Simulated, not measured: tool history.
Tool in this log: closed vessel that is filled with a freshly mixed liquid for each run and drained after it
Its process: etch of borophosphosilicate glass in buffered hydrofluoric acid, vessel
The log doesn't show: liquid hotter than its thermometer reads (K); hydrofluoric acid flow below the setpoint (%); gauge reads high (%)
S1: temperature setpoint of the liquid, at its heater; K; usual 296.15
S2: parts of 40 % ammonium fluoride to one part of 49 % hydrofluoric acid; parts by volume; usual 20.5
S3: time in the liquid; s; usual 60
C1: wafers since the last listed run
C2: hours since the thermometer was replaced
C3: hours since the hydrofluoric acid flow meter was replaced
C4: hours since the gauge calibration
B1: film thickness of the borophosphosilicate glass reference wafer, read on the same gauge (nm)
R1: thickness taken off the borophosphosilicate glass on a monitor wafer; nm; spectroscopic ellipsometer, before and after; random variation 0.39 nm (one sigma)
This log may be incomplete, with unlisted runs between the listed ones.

{"run": 1, "hour": 0.0, "S1": 294.65, "S2": 20.5, "S3": 60, "C1": 0, "C2": 2365.3, "C3": 468.8, "C4": 136.3, "B1": 130.02, "R1": 40.52}
{"hour": 13.6, "done": "hydrofluoric acid flow meter replaced"}
{"run": 2, "hour": 57.9, "S1": 296.15, "S2": 20.5, "S3": 60, "C1": 7765, "C2": 2423.2, "C3": 44.3, "C4": 194.2, "B1": 130.02, "R1": 44.73}
{"run": 3, "hour": 71.6, "S1": 296.15, "S2": 20.5, "S3": 60, "C1": 1869, "C2": 2436.9, "C3": 58, "C4": 207.9, "B1": 130.04, "R1": 43.75}
{"run": 4, "hour": 103.6, "S1": 296.15, "S2": 20.5, "S3": 60, "C1": 4367, "C2": 2468.9, "C3": 90, "C4": 239.9, "B1": 129.96, "R1": 44.66}
{"run": 5, "hour": 125.1, "S1": 296.15, "S2": 20.5, "S3": 60, "C1": 2934, "C2": 2490.4, "C3": 111.5, "C4": 261.4, "B1": 130.01, "R1": 44.9}
{"run": 6, "hour": 153.1, "S1": 296.15, "S2": 20.5, "S3": 60, "C1": 3821, "C2": 2518.4, "C3": 139.5, "C4": 289.4, "B1": 129.99, "R1": 44.48}
{"run": 7, "hour": 169.1, "S1": 296.15, "S2": 20.5, "S3": 60, "C1": 2183, "C2": 2534.4, "C3": 155.5, "C4": 305.4, "B1": 129.98, "R1": 44.09}
{"run": 8, "hour": 188.8, "S1": 296.15, "S2": 20.5, "S3": 60, "C1": 2688, "C2": 2554.1, "C3": 175.2, "C4": 325.1, "B1": 129.97, "R1": 44.55}
{"run": 9, "hour": 218.1, "S1": 296.15, "S2": 20.5, "S3": 60, "C1": 3998, "C2": 2583.4, "C3": 204.5, "C4": 354.4, "B1": 129.98, "R1": 44.61}
{"run": 10, "hour": 235.0, "S1": 296.15, "S2": 20.5, "S3": 60, "C1": 2306, "C2": 2600.3, "C3": 221.4, "C4": 371.3, "B1": 130, "R1": 44.42}
{"run": 11, "hour": 259.1, "S1": 296.15, "S2": 20.5, "S3": 60, "C1": 3289, "C2": 2624.4, "C3": 245.5, "C4": 395.4, "B1": 130, "R1": 45.34}
{"run": 12, "hour": 273.6, "S1": 296.15, "S2": 20.5, "S3": 60, "C1": 1978, "C2": 2638.9, "C3": 260, "C4": 409.9, "B1": 130.02, "R1": 45}
{"run": 13, "hour": 301.2, "S1": 296.15, "S2": 20.5, "S3": 60, "C1": 3766, "C2": 2666.5, "C3": 287.6, "C4": 437.5, "B1": 130.02, "R1": 44.61}
{"run": 14, "hour": 319.2, "S1": 296.15, "S2": 20.5, "S3": 60, "C1": 2456, "C2": 2684.5, "C3": 305.6, "C4": 455.5, "B1": 130.02, "R1": 45.3}
{"run": 15, "hour": 353.5, "S1": 296.15, "S2": 17.5, "S3": 60, "C1": 4681, "C2": 2718.8, "C3": 339.9, "C4": 489.8, "B1": 130.01, "R1": 51.3}
{"run": 16, "hour": 370.3, "S1": 296.15, "S2": 20.5, "S3": 60, "C1": 2292, "C2": 2735.6, "C3": 356.7, "C4": 506.6, "B1": 130, "R1": 45.06}
{"run": 17, "hour": 401.6, "S1": 299.65, "S2": 20.5, "S3": 60, "C1": 4271, "C2": 2766.9, "C3": 388, "C4": 537.9, "B1": 130.01, "R1": 53.65}
{"run": 18, "hour": 430.2, "S1": 296.15, "S2": 20.5, "S3": 60, "C1": 3903, "C2": 2795.5, "C3": 416.6, "C4": 566.5, "B1": 130.01, "R1": 44.93}
{"run": 19, "hour": 444.7, "S1": 299.65, "S2": 22.5, "S3": 85, "C1": 1978, "C2": 2810, "C3": 431.1, "C4": 581, "B1": 130, "R1": 70.75}
{"run": 20, "hour": 465.0, "S1": 300.15, "S2": 13, "S3": 60, "C1": 2770, "C2": 2830.3, "C3": 451.4, "C4": 601.3, "B1": 130.01, "R1": 87.32}
{"hour": 500.0, "done": "gauge calibrated"}
{"hour": 560.4, "done": "hydrofluoric acid flow meter replaced"}
{"run": 21, "hour": 564.8, "S1": 291.65, "S2": 20.5, "S3": 60, "C1": 13483, "C2": 2930.1, "C3": 4.4, "C4": 64.8, "B1": 129.95, "R1": 35.76}
{"run": 22, "hour": 589.5, "S1": 298.15, "S2": 28.5, "S3": 85, "C1": 3370, "C2": 2954.8, "C3": 29.1, "C4": 89.5, "B1": 130.02, "R1": 57.34}
{"run": 23, "hour": 618.3, "S1": 296.15, "S2": 28.5, "S3": 30, "C1": 3930, "C2": 2983.6, "C3": 57.9, "C4": 118.3, "B1": 130.01, "R1": 18.06}
{"hour": 619.5, "done": "thermometer replaced"}
{"run": 24, "hour": 631.8, "S1": 294.15, "S2": 24.5, "S3": 60, "C1": 1705, "C2": 12.3, "C3": 71.4, "C4": 131.8, "B1": 130.01, "R1": 31.18}
{"run": 25, "hour": 661.9, "S1": 296.15, "S2": 26.5, "S3": 60, "C1": 4107, "C2": 42.4, "C3": 101.5, "C4": 161.9, "B1": 130.01, "R1": 34.18}
{"run": 26, "hour": 689.0, "S1": 296.15, "S2": 20.5, "S3": 60, "C1": 3698, "C2": 69.5, "C3": 128.6, "C4": 189, "B1": 130.02, "R1": 40.62}
{"run": 27, "hour": 710.0, "S1": 296.15, "S2": 20.5, "S3": 60, "C1": 2866, "C2": 90.5, "C3": 149.6, "C4": 210, "B1": 130, "R1": 40.49}
{"run": 28, "hour": 737.9, "S1": 296.15, "S2": 20.5, "S3": 90, "C1": 3807, "C2": 118.4, "C3": 177.5, "C4": 237.9, "B1": 130.02, "R1": 60.97}
{"run": 29, "hour": 753.5, "S1": 296.15, "S2": 14, "S3": 60, "C1": 2129, "C2": 134, "C3": 193.1, "C4": 253.5, "B1": 129.97, "R1": 57.98}
{"run": 30, "hour": 768.8, "S1": 296.15, "S2": 20.5, "S3": 60, "C1": 2088, "C2": 149.3, "C3": 208.4, "C4": 268.8, "B1": 129.97, "R1": 39.58}
{"run": 31, "hour": 790.4, "S1": 291.15, "S2": 26, "S3": 60, "C1": 2947, "C2": 170.9, "C3": 230, "C4": 290.4, "B1": 129.96, "R1": 25.91}
{"run": 32, "hour": 819.6, "S1": 296.15, "S2": 17.5, "S3": 60, "C1": 3985, "C2": 200.1, "C3": 259.2, "C4": 319.6, "B1": 130.01, "R1": 47.08}

Some steps in R1, run to run, broken into two amounts with sign: the step expected even without the hidden condition (settings, incoming material, random variation), and the rest, left for the hidden condition together with whatever gauge scatter is not in both the measured and the hidden-condition-free result:
Run 18 -> 19: S1 296.15 -> 299.65, S2 20.5 -> 22.5, S3 60 -> 85. R1 +25.82 nm: hidden state +3.32, all else +22.5.
Run 20 -> 21: S1 300.15 -> 291.65, S2 13 -> 20.5, gauge calibrated, hydrofluoric acid flow meter replaced. R1 -51.56 nm: hidden state -6.31, all else -45.25.
Run 22 -> 23: S1 298.15 -> 296.15, S3 85 -> 30. R1 -39.28 nm: hidden state -5.41, all else -33.87.
